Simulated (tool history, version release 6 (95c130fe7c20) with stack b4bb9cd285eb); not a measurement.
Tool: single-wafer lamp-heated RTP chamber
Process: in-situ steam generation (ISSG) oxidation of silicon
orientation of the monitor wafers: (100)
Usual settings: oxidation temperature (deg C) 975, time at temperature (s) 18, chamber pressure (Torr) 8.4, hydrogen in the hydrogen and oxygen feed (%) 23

| run | hour | oxidation temperature (deg C) | time at temperature (s) | chamber pressure (Torr) | hydrogen in the hydrogen and oxygen feed (%) | read-back reference wafer on the same gauge, thickness | oxide thickness on the monitor wafer (nm) |
|---|---|---|---|---|---|---|---|
| 1 | 0.0 | 975 | 18 | 8.4 | 23 | 3.789 | 4.771 |
| 2 | 13.1 | 975 | 18 | 8.4 | 23 | 3.789 | 4.767 |
| 3 | 28.6 | 975 | 18 | 8.4 | 23 | 3.792 | 4.754 |
| 4 | 38.6 | 975 | 18 | 8.4 | 23 | 3.788 | 4.759 |
| 5 | 47.2 | 975 | 18 | 8.4 | 23 | 3.790 | 4.777 |
| 6 | 58.3 | 975 | 18 | 8.4 | 23 | 3.790 | 4.779 |
| 7 | 70.5 | 975 | 18 | 8.4 | 23 | 3.793 | 4.802 |
| 8 | 77.6 | 975 | 18 | 8.4 | 23 | 3.790 | 4.780 |
|  | 90.6 | pressure gauge zeroed |
|  | 91.5 | hydrogen flow controller replaced |
| 9 | 92.0 | 975 | 18 | 8.4 | 23 | 3.792 | 4.775 |
| 10 | 101.4 | 975 | 18 | 8.4 | 23 | 3.790 | 4.813 |
| 11 | 119.0 | 984 | 12 | 9.7 | 23 | 3.787 | 4.094 |
| 12 | 127.6 | 975 | 18 | 8.4 | 23 | 3.790 | 4.798 |
| 13 | 143.8 | 975 | 18 | 8.4 | 23 | 3.792 | 4.791 |
|  | 150.1 | gauge calibrated |
| 14 | 159.0 | 982 | 18 | 8.4 | 32 | 3.789 | 5.389 |
|  | 177.0 | pyrometer window cleaned and pyrometer calibrated |
| 15 | 177.5 | 975 | 18 | 8.4 | 23 | 3.792 | 4.635 |
| 16 | 184.0 | 975 | 18 | 7.3 | 23 | 3.791 | 4.656 |
| 17 | 192.4 | 981 | 18 | 8.4 | 23 | 3.789 | 4.750 |
| 18 | 200.1 | 975 | 18 | 8.4 | 23 | 3.789 | 4.647 |
| 19 | 207.5 | 975 | 18 | 9.5 | 17 | 3.787 | 4.285 |
| 20 | 221.5 | 970 | 18 | 8.9 | 23 | 3.788 | 4.543 |

Forecast each of these 3 alternatives for the next run:
| A | 221.9 | 975 | 15 | 8.4 | 23 | ? | ? |
| B | 221.9 | 960 | 18 | 9.7 | 23 | ? | ? |
| C | 221.9 | 975 | 13 | 7.3 | 23 | ? | ? |

| run | read-back reference wafer on the same gauge, thickness | oxide thickness on the monitor wafer (nm) |
|---|---|---|
| A | 3.790 | 4.317 |
| B | 3.790 | 4.362 |
| C | 3.790 | 4.081 |
Without the tool's hidden state the same runs would have given:
| run | oxide thickness on the monitor wafer (nm) |
|---|---|
| A | 4.306 |
| B | 4.351 |
| C | 4.071 |
